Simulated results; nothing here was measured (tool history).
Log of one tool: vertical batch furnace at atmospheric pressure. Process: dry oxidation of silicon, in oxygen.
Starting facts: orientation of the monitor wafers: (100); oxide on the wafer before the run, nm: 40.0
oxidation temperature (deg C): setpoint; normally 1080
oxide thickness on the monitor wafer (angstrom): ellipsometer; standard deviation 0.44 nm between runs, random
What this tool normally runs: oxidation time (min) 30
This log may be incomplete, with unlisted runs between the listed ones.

| run | day | oxidation temperature (deg C) | oxidation time (min) | read-back reference wafer on the same gauge, thickness | oxide thickness on the monitor wafer (angstrom) |
|---|---|---|---|---|---|
| 1 | 0 | 1080 | 30 | 72.34 | 844 |
| 2 | 3.333 | 1080 | 30 | 72.53 | 844.5 |
| 3 | 6.675 | 1080 | 30 | 72.38 | 842.8 |
| 4 | 10.758 | 1080 | 30 | 72.46 | 853.7 |
|  | 14.688 | thermocouples replaced and temperature profile calibrated |
| 5 | 15.117 | 1080 | 30 | 72.58 | 830.2 |
| 6 | 18.296 | 1080 | 30 | 72.58 | 823.1 |
| 7 | 28.321 | 1080 | 30 | 72.47 | 827 |
| 8 | 30.829 | 1080 | 30 | 72.53 | 835.4 |
| 9 | 33.329 | 1073 | 36.5 | 72.58 | 862.6 |
| 10 | 35.229 | 1073 | 36.5 | 72.54 | 873.3 |
| 11 | 39.242 | 1073 | 36.5 | 72.42 | 879.5 |
| 12 | 41.171 | 1065 | 30 | 72.68 | 776.3 |
| 13 | 44.754 | 1065 | 30 | 72.57 | 763.2 |
| 14 | 48.888 | 1080 | 35 | 72.44 | 881.5 |
| 15 | 50.933 | 1080 | 35 | 72.42 | 890.2 |
| 16 | 54.075 | 1080 | 35 | 72.48 | 888 |
| 17 | 58.2 | 1080 | 41 | 72.48 | 962.9 |
| 18 | 69.925 | 1080 | 21 | 72.45 | 724.7 |
| 19 | 73.138 | 1060 | 35 | 72.62 | 809 |
| 20 | 76.812 | 1062 | 21.5 | 72.49 | 671.6 |
|  | 81.062 | gauge calibrated |
| 21 | 88.254 | 1059 | 30 | 72.5 | 748.5 |
| 22 | 91.683 | 1064 | 23 | 72.45 | 702 |
| 23 | 95.638 | 1101 | 42 | 72.42 | 1094.1 |
| 24 | 98.188 | 1102 | 22.5 | 72.47 | 840.9 |
| 25 | 101.829 | 1092 | 26 | 72.57 | 845.4 |
| 26 | 105.392 | 1073 | 36.5 | 72.55 | 894.3 |
|  | 106.754 | thermocouples replaced and temperature profile calibrated |
| 27 | 107.575 | 1055 | 42.5 | 72.47 | 838.3 |
| 28 | 110.138 | 1080 | 35 | 72.41 | 873.5 |
|  | 112.904 | boat lift adjusted |
| 29 | 113.383 | 1088 | 37.5 | 72.64 | 942 |
| 30 | 122.15 | 1080 | 30 | 72.49 | 824.5 |
| 31 | 125.038 | 1104 | 30 | 72.4 | 934 |
| 32 | 130.229 | 1094 | 44 | 72.61 | 1076.8 |
| 33 | 133.571 | 1080 | 30 | 72.56 | 826.9 |
| 34 | 136.112 | 1095 | 40.5 | 72.51 | 1029.7 |
| 35 | 139.983 | 1094 | 44 | 72.63 | 1057.9 |
| 36 | 148.104 | 1056 | 30 | 72.49 | 734.2 |
| 37 | 151.704 | 1088 | 17.5 | 72.54 | 699.8 |
| 38 | 153.717 | 1088 | 30 | 72.42 | 864.6 |

What if the next run were any one of these 5? Each begins from the tool's condition after run 38:
| A | 153.867 | 1080 | 30 | ? | ? |
| B | 153.867 | 1092 | 37 | ? | ? |
| C | 153.867 | 1080 | 25 | ? | ? |
| D | 153.867 | 1103 | 30 | ? | ? |
| E | 153.867 | 1089 | 30 | ? | ? |

| run | read-back reference wafer on the same gauge, thickness | oxide thickness on the monitor wafer (angstrom) |
|---|---|---|
| A | 72.57 | 827.2 |
| B | 72.57 | 970.4 |
| C | 72.57 | 767.3 |
| D | 72.57 | 931.5 |
| E | 72.57 | 867.9 |
With the hidden condition removed and each run's random variation left untouched, the same runs would have given:
| run | oxide thickness on the monitor wafer (angstrom) |
|---|---|
| A | 822.9 |
| B | 965.1 |
| C | 763.5 |
| D | 927.2 |
| E | 863.3 |

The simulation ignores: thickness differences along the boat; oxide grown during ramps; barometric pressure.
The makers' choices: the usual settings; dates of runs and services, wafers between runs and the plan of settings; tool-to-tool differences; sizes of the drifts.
